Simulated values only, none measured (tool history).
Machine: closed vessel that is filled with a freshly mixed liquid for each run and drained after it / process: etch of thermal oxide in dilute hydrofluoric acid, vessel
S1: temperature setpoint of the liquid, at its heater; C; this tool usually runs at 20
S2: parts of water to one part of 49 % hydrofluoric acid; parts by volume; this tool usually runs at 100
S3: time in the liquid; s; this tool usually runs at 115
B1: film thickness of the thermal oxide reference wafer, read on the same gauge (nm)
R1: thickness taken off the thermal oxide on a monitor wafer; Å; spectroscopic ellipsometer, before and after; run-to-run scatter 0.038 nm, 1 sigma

run     day    S1   S2   S3       B1     R1
  1       0    19  100  115  139.998  45.86
      1.546  -- hydrofluoric acid flow meter replaced
  2       3    20  100  115  139.983  48.89
  3   6.438    20  100  115  139.972  48.31
  4   8.929    20   70  115  139.975  71.42
  5  12.458    20   80  115  139.992  62.76
  6  14.288    20   80  115  140.003  62.34
  7  16.838    20  100  115   140.01  49.04
  8  20.492    20  100  115  139.974  48.42
  9   22.95    20   75  115  140.045   66.8
 10  25.721    20  100  160  139.986  67.36
 11  27.846    25  100   70  139.985  35.62
     30.879  -- thermometer replaced
 12  32.271    20   75  115  139.963  65.83
 13  34.088  23.5  145  115  139.982  36.26
 14  36.267    20   85  115  140.011  57.15
     38.171  -- gauge calibrated
 15  39.258  18.5  125   75   140.04  22.86
 16  42.675    20  100  115   139.99  48.06
 17  46.788    20  100  115  140.016  46.72
 18  50.142    22  100  115  140.001  51.62
     51.292  -- hydrofluoric acid flow meter replaced
 19  52.446    20  100  115  140.021  48.87
 20  56.021  23.5  115  135  139.982  56.45
 21  58.158  21.5  145  150  140.026  44.47
 22  60.379    20  100  115  139.987   49.1
 23  64.796    20  150   90      140  24.11
 24  67.629    20  100  115  139.984  48.68
 25  71.675    20  135   80  140.014  23.97
 26  74.371  21.5  150   80  139.992  22.39
 27  78.212    20  100  115  139.992  47.79
 28  80.108  23.5  100  185  139.997  89.53
 29  82.929    17   65  135  140.004  79.54
 30  86.367    17  100   55  139.994  20.18
 31  88.875  23.5   85  135  140.017  78.14
 32    90.7    25  100   70  140.005  35.36
 33  93.312    20  100  115  140.009  47.51

Hidden state, per run?
liquid colder than its thermometer reads (K): 0 in every run
gauge reads high (%): 0 in every run
H1: hydrofluoric acid flow below the setpoint (%)
run     H1
  1   3.48
  2  0.194
  3    0.4
  4   0.55
  5  0.762
  6  0.872
  7   1.03
  8   1.25
  9   1.39
 10   1.56
 11   1.69
 12   1.95
 13   2.06
 14   2.19
 15   2.37
 16   2.58
 17   2.83
 18   3.03
 19  0.354
 20  0.569
 21  0.697
 22  0.831
 23    1.1
 24   1.27
 25   1.51
 26   1.67
 27    1.9
 28   2.02
 29   2.19
 30   2.39
 31   2.54
 32   2.65
 33   2.81
